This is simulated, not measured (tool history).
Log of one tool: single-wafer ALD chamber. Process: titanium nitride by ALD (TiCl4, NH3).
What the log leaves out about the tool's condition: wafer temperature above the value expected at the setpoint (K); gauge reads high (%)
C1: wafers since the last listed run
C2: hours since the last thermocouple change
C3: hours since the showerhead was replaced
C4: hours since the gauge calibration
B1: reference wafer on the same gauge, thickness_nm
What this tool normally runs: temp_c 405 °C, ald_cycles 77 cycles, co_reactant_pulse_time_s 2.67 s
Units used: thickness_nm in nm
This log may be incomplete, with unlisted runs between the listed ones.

run 1 day=0 | temp_c=405 ald_cycles=77 co_reactant_pulse_time_s=2.67 | C1=0 C2=2540 C3=3152.3 C4=113.9 | B1=1.678 | thickness_nm=1.839
run 2 day=0.471 | temp_c=405 ald_cycles=77 co_reactant_pulse_time_s=2.67 | C1=38 C2=2551.3 C3=3163.6 C4=125.2 | B1=1.675 | thickness_nm=1.846
run 3 day=1.217 | temp_c=405 ald_cycles=77 co_reactant_pulse_time_s=2.67 | C1=61 C2=2569.2 C3=3181.5 C4=143.1 | B1=1.673 | thickness_nm=1.828
run 4 day=1.742 | temp_c=394 ald_cycles=77 co_reactant_pulse_time_s=2.67 | C1=42 C2=2581.8 C3=3194.1 C4=155.7 | B1=1.673 | thickness_nm=1.821
run 5 day=2.467 | temp_c=394 ald_cycles=77 co_reactant_pulse_time_s=2.67 | C1=59 C2=2599.2 C3=3211.5 C4=173.1 | B1=1.671 | thickness_nm=1.821
-- day=2.933 thermocouple changed; heater temperature recalibrated
run 6 day=3.071 | temp_c=394 ald_cycles=77 co_reactant_pulse_time_s=2.67 | C1=22 C2=3.3 C3=3226 C4=187.6 | B1=1.67 | thickness_nm=1.824
run 7 day=3.417 | temp_c=405 ald_cycles=81 co_reactant_pulse_time_s=2.67 | C1=28 C2=11.6 C3=3234.3 C4=195.9 | B1=1.668 | thickness_nm=1.914
run 8 day=4.154 | temp_c=405 ald_cycles=77 co_reactant_pulse_time_s=2.67 | C1=60 C2=29.3 C3=3252 C4=213.6 | B1=1.668 | thickness_nm=1.823
-- day=4.446 gauge calibrated
-- day=4.575 showerhead replaced
run 9 day=4.596 | temp_c=405 ald_cycles=77 co_reactant_pulse_time_s=3.65 | C1=8 C2=39.9 C3=0.5 C4=3.6 | B1=1.68 | thickness_nm=1.861
run 10 day=5.133 | temp_c=405 ald_cycles=88 co_reactant_pulse_time_s=2.67 | C1=43 C2=52.8 C3=13.4 C4=16.5 | B1=1.682 | thickness_nm=2.107
run 11 day=5.642 | temp_c=400 ald_cycles=77 co_reactant_pulse_time_s=3.27 | C1=41 C2=65 C3=25.6 C4=28.7 | B1=1.679 | thickness_nm=1.855

Estimate the outcome of run 12 from the log above:
run 12 day=6.021 | temp_c=394 ald_cycles=90 co_reactant_pulse_time_s=2.19 | C1=31 C2=74.1 C3=34.7 C4=37.8 | B1=? | thickness_nm=?

B1: 1.681
thickness_nm: 2.136 nm
Take away the tool's hidden state, keep the run-to-run variation as it was, and the same run would have given thickness_nm 2.135 nm.
